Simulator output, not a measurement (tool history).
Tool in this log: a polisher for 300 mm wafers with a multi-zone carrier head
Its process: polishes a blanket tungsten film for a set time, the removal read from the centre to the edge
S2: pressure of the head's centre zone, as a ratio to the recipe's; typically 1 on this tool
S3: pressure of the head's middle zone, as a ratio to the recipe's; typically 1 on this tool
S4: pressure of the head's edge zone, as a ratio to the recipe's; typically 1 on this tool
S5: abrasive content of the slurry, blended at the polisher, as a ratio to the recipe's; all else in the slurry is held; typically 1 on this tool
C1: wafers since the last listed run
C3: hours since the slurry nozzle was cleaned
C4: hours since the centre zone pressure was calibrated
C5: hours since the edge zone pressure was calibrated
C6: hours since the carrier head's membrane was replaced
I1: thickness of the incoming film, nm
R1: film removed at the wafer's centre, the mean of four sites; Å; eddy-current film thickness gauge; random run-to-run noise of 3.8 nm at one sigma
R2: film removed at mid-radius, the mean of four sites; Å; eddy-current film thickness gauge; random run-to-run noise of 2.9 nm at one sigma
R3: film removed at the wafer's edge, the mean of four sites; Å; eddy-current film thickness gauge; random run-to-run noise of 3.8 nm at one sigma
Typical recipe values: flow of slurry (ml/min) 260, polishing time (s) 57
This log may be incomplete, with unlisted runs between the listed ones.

run 1 hour=0 | flow_of_slurry_(ml/min)=260 S2=1 S3=1 S4=1 S5=1 polishing_time_(s)=57 | C1=0 wafers_polished_on_this_pad=808 C3=381.6 C4=763.2 C5=1418.9 C6=816.9 | I1=961 | R1=3378 R2=3207 R3=3220
run 2 hour=9.4 | flow_of_slurry_(ml/min)=260 S2=1 S3=1 S4=1 S5=1 polishing_time_(s)=57 | C1=90 wafers_polished_on_this_pad=898 C3=391 C4=772.6 C5=1428.3 C6=826.3 | I1=967.4 | R1=3283 R2=3255 R3=3193
run 3 hour=27 | flow_of_slurry_(ml/min)=260 S2=1 S3=1 S4=1 S5=1 polishing_time_(s)=57 | C1=169 wafers_polished_on_this_pad=1068 C3=408.6 C4=790.2 C5=1445.9 C6=843.9 | I1=980.3 | R1=3287 R2=3162 R3=3176
run 4 hour=42.8 | flow_of_slurry_(ml/min)=260 S2=1 S3=1 S4=1 S5=1 polishing_time_(s)=57 | C1=152 wafers_polished_on_this_pad=1220 C3=424.4 C4=806 C5=1461.7 C6=859.7 | I1=975.4 | R1=3314 R2=3199 R3=3170
-- hour=51.8 worn pad replaced by a new one, of another model than before
-- hour=61.6 slurry nozzle cleaned
run 5 hour=64 | flow_of_slurry_(ml/min)=260 S2=1 S3=1 S4=1 S5=1 polishing_time_(s)=57 | C1=156 wafers_polished_on_this_pad=108 C3=2.4 C4=827.2 C5=1482.9 C6=880.9 | I1=973.5 | R1=3412 R2=3342 R3=3249
run 6 hour=73.4 | flow_of_slurry_(ml/min)=260 S2=1.09 S3=1 S4=1 S5=1 polishing_time_(s)=57 | C1=90 wafers_polished_on_this_pad=198 C3=11.8 C4=836.6 C5=1492.3 C6=890.3 | I1=978.6 | R1=3675 R2=3328 R3=3235
run 7 hour=81.1 | flow_of_slurry_(ml/min)=260 S2=1.09 S3=1 S4=1 S5=1 polishing_time_(s)=57 | C1=74 wafers_polished_on_this_pad=272 C3=19.5 C4=844.3 C5=1500 C6=898 | I1=985.4 | R1=3656 R2=3325 R3=3283
run 8 hour=89.2 | flow_of_slurry_(ml/min)=260 S2=1.09 S3=1 S4=1 S5=1 polishing_time_(s)=57 | C1=78 wafers_polished_on_this_pad=350 C3=27.6 C4=852.4 C5=1508.1 C6=906.1 | I1=993.8 | R1=3665 R2=3276 R3=3299
-- hour=93.6 centre zone pressure recalibrated
run 9 hour=99.4 | flow_of_slurry_(ml/min)=260 S2=1 S3=1 S4=1 S5=1 polishing_time_(s)=57 | C1=79 wafers_polished_on_this_pad=429 C3=37.8 C4=5.8 C5=1518.3 C6=916.3 | I1=992.3 | R1=3276 R2=3272 R3=3198
run 10 hour=111.5 | flow_of_slurry_(ml/min)=260 S2=1 S3=1 S4=1 S5=1 polishing_time_(s)=57 | C1=116 wafers_polished_on_this_pad=546 C3=49.9 C4=17.9 C5=1530.4 C6=928.4 | I1=984.2 | R1=3266 R2=3244 R3=3177
-- hour=124.6 edge zone pressure recalibrated
run 11 hour=125 | flow_of_slurry_(ml/min)=230 S2=1 S3=1 S4=1 S5=1 polishing_time_(s)=57 | C1=110 wafers_polished_on_this_pad=657 C3=63.4 C4=31.4 C5=0.4 C6=941.9 | I1=984 | R1=3254 R2=3291 R3=3202
run 12 hour=134.5 | flow_of_slurry_(ml/min)=260 S2=1 S3=1 S4=1.04 S5=1 polishing_time_(s)=68 | C1=91 wafers_polished_on_this_pad=748 C3=72.9 C4=40.9 C5=9.9 C6=951.4 | I1=978.7 | R1=3984 R2=3917 R3=3889
run 13 hour=143.1 | flow_of_slurry_(ml/min)=260 S2=1 S3=1 S4=1 S5=0.85 polishing_time_(s)=57 | C1=82 wafers_polished_on_this_pad=831 C3=81.5 C4=49.5 C5=18.5 C6=960 | I1=999.1 | R1=3268 R2=3166 R3=3055
run 14 hour=156.7 | flow_of_slurry_(ml/min)=260 S2=1 S3=1 S4=1 S5=1 polishing_time_(s)=57 | C1=131 wafers_polished_on_this_pad=962 C3=95.1 C4=63.1 C5=32.1 C6=973.6 | I1=984.4 | R1=3344 R2=3188 R3=3194
run 15 hour=164.1 | flow_of_slurry_(ml/min)=325 S2=1.07 S3=0.9 S4=1 S5=1 polishing_time_(s)=63 | C1=71 wafers_polished_on_this_pad=1033 C3=102.5 C4=70.5 C5=39.5 C6=981 | I1=981.4 | R1=3882 R2=3321 R3=3596
-- hour=175.7 carrier head's membrane replaced by a new one
run 16 hour=176.2 | flow_of_slurry_(ml/min)=260 S2=1 S3=0.94 S4=1 S5=1.1 polishing_time_(s)=73 | C1=68 wafers_polished_on_this_pad=1102 C3=114.6 C4=82.6 C5=51.6 C6=0.5 | I1=1002.3 | R1=4246 R2=4016 R3=4088
-- hour=185.5 worn pad replaced by a new one
run 17 hour=188.6 | flow_of_slurry_(ml/min)=260 S2=1 S3=1 S4=1 S5=1 polishing_time_(s)=57 | C1=80 wafers_polished_on_this_pad=29 C3=127 C4=95 C5=64 C6=12.9 | I1=969.2 | R1=3398 R2=3339 R3=3250
run 18 hour=198.7 | flow_of_slurry_(ml/min)=205 S2=1 S3=1 S4=1 S5=1 polishing_time_(s)=77 | C1=97 wafers_polished_on_this_pad=127 C3=137.1 C4=105.1 C5=74.1 C6=23 | I1=973.1 | R1=4506 R2=4315 R3=4362
run 19 hour=206.6 | flow_of_slurry_(ml/min)=260 S2=1 S3=1 S4=1 S5=1 polishing_time_(s)=57 | C1=76 wafers_polished_on_this_pad=203 C3=145 C4=113 C5=82 C6=30.9 | I1=973.5 | R1=3361 R2=3326 R3=3357
run 20 hour=219.5 | flow_of_slurry_(ml/min)=210 S2=1 S3=0.95 S4=1.08 S5=1.25 polishing_time_(s)=57 | C1=124 wafers_polished_on_this_pad=327 C3=157.9 C4=125.9 C5=94.9 C6=43.8 | I1=984.9 | R1=3520 R2=3245 R3=3580
run 21 hour=232.1 | flow_of_slurry_(ml/min)=295 S2=1 S3=1 S4=1 S5=1 polishing_time_(s)=57 | C1=121 wafers_polished_on_this_pad=449 C3=170.5 C4=138.5 C5=107.5 C6=56.4 | I1=980.8 | R1=3391 R2=3330 R3=3261
run 22 hour=240.3 | flow_of_slurry_(ml/min)=215 S2=1 S3=1.08 S4=1 S5=1 polishing_time_(s)=49 | C1=79 wafers_polished_on_this_pad=528 C3=178.7 C4=146.7 C5=115.7 C6=64.6 | I1=990.8 | R1=2836 R2=2931 R3=2784
run 23 hour=250.7 | flow_of_slurry_(ml/min)=260 S2=1 S3=1 S4=1 S5=0.9 polishing_time_(s)=57 | C1=100 wafers_polished_on_this_pad=628 C3=189.1 C4=157.1 C5=126.1 C6=75 | I1=988 | R1=3299 R2=3162 R3=3100

Measured result minus the same run's result without the hidden state. Both carry the same run-to-run variation, though not necessarily the same gauge scatter:
Hidden state at play: removal rate lost through wear of the pad, %; slurry flow missing at the pad, %; deviation of the centre zone's pressure from its setpoint, %; deviation of the edge zone's pressure from its setpoint, %.
run=1 R1=-70 R2=-67 R3=-67
run=2 R1=-81 R2=-80 R3=-78
run=3 R1=-108 R2=-104 R3=-104
run=4 R1=-137 R2=-133 R3=-132
run=5 R1=-5 R2=-5 R3=-4
run=6 R1=-7 R2=-6 R3=-7
run=7 R1=-11 R2=-9 R3=-10
run=8 R1=-15 R2=-13 R3=-13
run=9 R1=-19 R2=-19 R3=-19
run=10 R1=-29 R2=-29 R3=-28
run=11 R1=-42 R2=-42 R3=-41
run=12 R1=-64 R2=-63 R3=-63
run=13 R1=-63 R2=-61 R3=-60
run=14 R1=-85 R2=-81 R3=-82
run=15 R1=-113 R2=-97 R3=-105
run=16 R1=-152 R2=-144 R3=-146
run=17 R1=-3 R2=-3 R3=-3
run=18 R1=-6 R2=-6 R3=-6
run=19 R1=-6 R2=-6 R3=-6
run=20 R1=-12 R2=-11 R3=-12
run=21 R1=-19 R2=-19 R3=-19
run=22 R1=-22 R2=-22 R3=-21
run=23 R1=-34 R2=-32 R3=-32
